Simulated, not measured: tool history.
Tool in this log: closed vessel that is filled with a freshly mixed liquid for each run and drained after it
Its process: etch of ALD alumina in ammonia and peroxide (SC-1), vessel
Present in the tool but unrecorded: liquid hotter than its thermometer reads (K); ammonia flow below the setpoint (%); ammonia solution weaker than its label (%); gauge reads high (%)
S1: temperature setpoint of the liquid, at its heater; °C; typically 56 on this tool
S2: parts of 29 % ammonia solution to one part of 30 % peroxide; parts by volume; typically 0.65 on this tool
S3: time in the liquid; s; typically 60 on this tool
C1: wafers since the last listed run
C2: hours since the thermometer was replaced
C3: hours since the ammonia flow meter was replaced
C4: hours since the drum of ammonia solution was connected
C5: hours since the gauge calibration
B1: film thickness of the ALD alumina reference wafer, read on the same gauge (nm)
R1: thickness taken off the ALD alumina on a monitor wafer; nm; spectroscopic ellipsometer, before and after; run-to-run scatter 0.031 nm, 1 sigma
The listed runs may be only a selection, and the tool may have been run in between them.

{"run": 1, "hour": 0.0, "S1": 56, "S2": 0.65, "S3": 60, "C1": 0, "C2": 1059.4, "C3": 1004.4, "C4": 1005, "C5": 318.9, "B1": 39.81, "R1": 5.97}
{"run": 2, "hour": 47.7, "S1": 56, "S2": 0.65, "S3": 60, "C1": 6113, "C2": 1107.1, "C3": 1052.1, "C4": 1052.7, "C5": 366.6, "B1": 39.75, "R1": 5.95}
{"run": 3, "hour": 77.7, "S1": 56, "S2": 0.65, "S3": 60, "C1": 3845, "C2": 1137.1, "C3": 1082.1, "C4": 1082.7, "C5": 396.6, "B1": 39.67, "R1": 5.91}
{"run": 4, "hour": 109.5, "S1": 56, "S2": 0.65, "S3": 60, "C1": 4075, "C2": 1168.9, "C3": 1113.9, "C4": 1114.5, "C5": 428.4, "B1": 39.64, "R1": 5.95}
{"hour": 118.4, "done": "new drum of ammonia solution connected"}
{"run": 5, "hour": 174.4, "S1": 56, "S2": 0.65, "S3": 60, "C1": 8190, "C2": 1233.8, "C3": 1178.8, "C4": 56, "C5": 493.3, "B1": 39.57, "R1": 5.96}
{"run": 6, "hour": 240.0, "S1": 56, "S2": 0.65, "S3": 60, "C1": 8408, "C2": 1299.4, "C3": 1244.4, "C4": 121.6, "C5": 558.9, "B1": 39.43, "R1": 5.89}
{"run": 7, "hour": 302.3, "S1": 49.5, "S2": 0.65, "S3": 60, "C1": 7985, "C2": 1361.7, "C3": 1306.7, "C4": 183.9, "C5": 621.2, "B1": 39.3, "R1": 4.14}
{"run": 8, "hour": 340.2, "S1": 49.5, "S2": 0.65, "S3": 60, "C1": 4857, "C2": 1399.6, "C3": 1344.6, "C4": 221.8, "C5": 659.1, "B1": 39.23, "R1": 4.12}
{"hour": 388.3, "done": "ammonia flow meter replaced"}
{"run": 9, "hour": 392.6, "S1": 59, "S2": 0.65, "S3": 60, "C1": 6588, "C2": 1452, "C3": 4.3, "C4": 274.2, "C5": 711.5, "B1": 39.08, "R1": 6.82}
{"run": 10, "hour": 451.1, "S1": 59, "S2": 0.65, "S3": 60, "C1": 7498, "C2": 1510.5, "C3": 62.8, "C4": 332.7, "C5": 770, "B1": 38.97, "R1": 6.84}
{"run": 11, "hour": 508.9, "S1": 59, "S2": 0.65, "S3": 60, "C1": 7408, "C2": 1568.3, "C3": 120.6, "C4": 390.5, "C5": 827.8, "B1": 38.84, "R1": 6.83}
{"run": 12, "hour": 555.1, "S1": 56, "S2": 0.65, "S3": 60, "C1": 5921, "C2": 1614.5, "C3": 166.8, "C4": 436.7, "C5": 874, "B1": 38.68, "R1": 5.78}
{"hour": 572.3, "done": "gauge calibrated"}
{"run": 13, "hour": 587.2, "S1": 50.5, "S2": 0.95, "S3": 60, "C1": 4114, "C2": 1646.6, "C3": 198.9, "C4": 468.8, "C5": 14.9, "B1": 39.87, "R1": 4.61}
{"run": 14, "hour": 616.0, "S1": 62.5, "S2": 0.85, "S3": 40, "C1": 3691, "C2": 1675.4, "C3": 227.7, "C4": 497.6, "C5": 43.7, "B1": 39.83, "R1": 5.75}
{"run": 15, "hour": 662.7, "S1": 56, "S2": 0.65, "S3": 60, "C1": 5985, "C2": 1722.1, "C3": 274.4, "C4": 544.3, "C5": 90.4, "B1": 39.86, "R1": 5.99}
{"run": 16, "hour": 694.5, "S1": 60.5, "S2": 0.4, "S3": 60, "C1": 4075, "C2": 1753.9, "C3": 306.2, "C4": 576.1, "C5": 122.2, "B1": 39.85, "R1": 7.2}
{"run": 17, "hour": 745.1, "S1": 49.5, "S2": 0.65, "S3": 60, "C1": 6485, "C2": 1804.5, "C3": 356.8, "C4": 626.7, "C5": 172.8, "B1": 39.84, "R1": 4.2}
{"run": 18, "hour": 806.7, "S1": 64, "S2": 0.65, "S3": 45, "C1": 7895, "C2": 1866.1, "C3": 418.4, "C4": 688.3, "C5": 234.4, "B1": 39.78, "R1": 6.81}
{"run": 19, "hour": 840.7, "S1": 46.5, "S2": 0.85, "S3": 60, "C1": 4357, "C2": 1900.1, "C3": 452.4, "C4": 722.3, "C5": 268.4, "B1": 39.74, "R1": 3.66}
{"run": 20, "hour": 871.3, "S1": 56, "S2": 0.65, "S3": 60, "C1": 3922, "C2": 1930.7, "C3": 483, "C4": 752.9, "C5": 299, "B1": 39.73, "R1": 5.94}
{"hour": 875.4, "done": "thermometer replaced"}
{"run": 21, "hour": 903.6, "S1": 62, "S2": 0.65, "S3": 60, "C1": 4011, "C2": 28.2, "C3": 515.3, "C4": 785.2, "C5": 331.3, "B1": 39.67, "R1": 8.14}
{"run": 22, "hour": 961.0, "S1": 56, "S2": 0.45, "S3": 60, "C1": 7357, "C2": 85.6, "C3": 572.7, "C4": 842.6, "C5": 388.7, "B1": 39.62, "R1": 5.78}
{"run": 23, "hour": 1018.3, "S1": 56, "S2": 0.65, "S3": 60, "C1": 7344, "C2": 142.9, "C3": 630, "C4": 899.9, "C5": 446, "B1": 39.52, "R1": 5.98}
{"run": 24, "hour": 1048.7, "S1": 56, "S2": 0.65, "S3": 60, "C1": 3896, "C2": 173.3, "C3": 660.4, "C4": 930.3, "C5": 476.4, "B1": 39.48, "R1": 5.98}
{"hour": 1056.7, "done": "new drum of ammonia solution connected"}
{"run": 25, "hour": 1076.5, "S1": 56, "S2": 0.65, "S3": 60, "C1": 3435, "C2": 201.1, "C3": 688.2, "C4": 19.8, "C5": 504.2, "B1": 39.43, "R1": 5.93}
{"run": 26, "hour": 1122.5, "S1": 56, "S2": 0.65, "S3": 60, "C1": 5895, "C2": 247.1, "C3": 734.2, "C4": 65.8, "C5": 550.2, "B1": 39.4, "R1": 5.91}
{"run": 27, "hour": 1183.6, "S1": 66, "S2": 0.9, "S3": 35, "C1": 7831, "C2": 308.2, "C3": 795.3, "C4": 126.9, "C5": 611.3, "B1": 39.23, "R1": 5.89}
{"run": 28, "hour": 1235.1, "S1": 64, "S2": 0.9, "S3": 60, "C1": 6600, "C2": 359.7, "C3": 846.8, "C4": 178.4, "C5": 662.8, "B1": 39.16, "R1": 9.12}
{"run": 29, "hour": 1263.9, "S1": 56, "S2": 0.85, "S3": 70, "C1": 3691, "C2": 388.5, "C3": 875.6, "C4": 207.2, "C5": 691.6, "B1": 39.1, "R1": 7.03}
{"run": 30, "hour": 1308.1, "S1": 56, "S2": 0.55, "S3": 60, "C1": 5665, "C2": 432.7, "C3": 919.8, "C4": 251.4, "C5": 735.8, "B1": 38.95, "R1": 5.78}

A few steps of R1 between consecutive runs. Split each: what settings, incoming material and random variation would produce without the hidden state, and what is left over for the hidden state, along with gauge scatter present in only one of the two compared results (measured, and without hidden state):
Run 8 -> 9: S1 49.5 -> 59, ammonia flow meter replaced. R1 +2.7 nm: hidden state -0.07, all else +2.77.
Run 12 -> 13: S1 56 -> 50.5, S2 0.65 -> 0.95, gauge calibrated. R1 -1.17 nm: hidden state +0.18, all else -1.35.
Run 16 -> 17: S1 60.5 -> 49.5, S2 0.4 -> 0.65. R1 -3 nm: hidden state +0.01, all else -3.01.
Run 18 -> 19: S1 64 -> 46.5, S2 0.65 -> 0.85, S3 45 -> 60. R1 -3.15 nm: hidden state +0.01, all else -3.16.
Run 27 -> 28: S1 66 -> 64, S3 35 -> 60. R1 +3.23 nm: hidden state -0.09, all else +3.32.

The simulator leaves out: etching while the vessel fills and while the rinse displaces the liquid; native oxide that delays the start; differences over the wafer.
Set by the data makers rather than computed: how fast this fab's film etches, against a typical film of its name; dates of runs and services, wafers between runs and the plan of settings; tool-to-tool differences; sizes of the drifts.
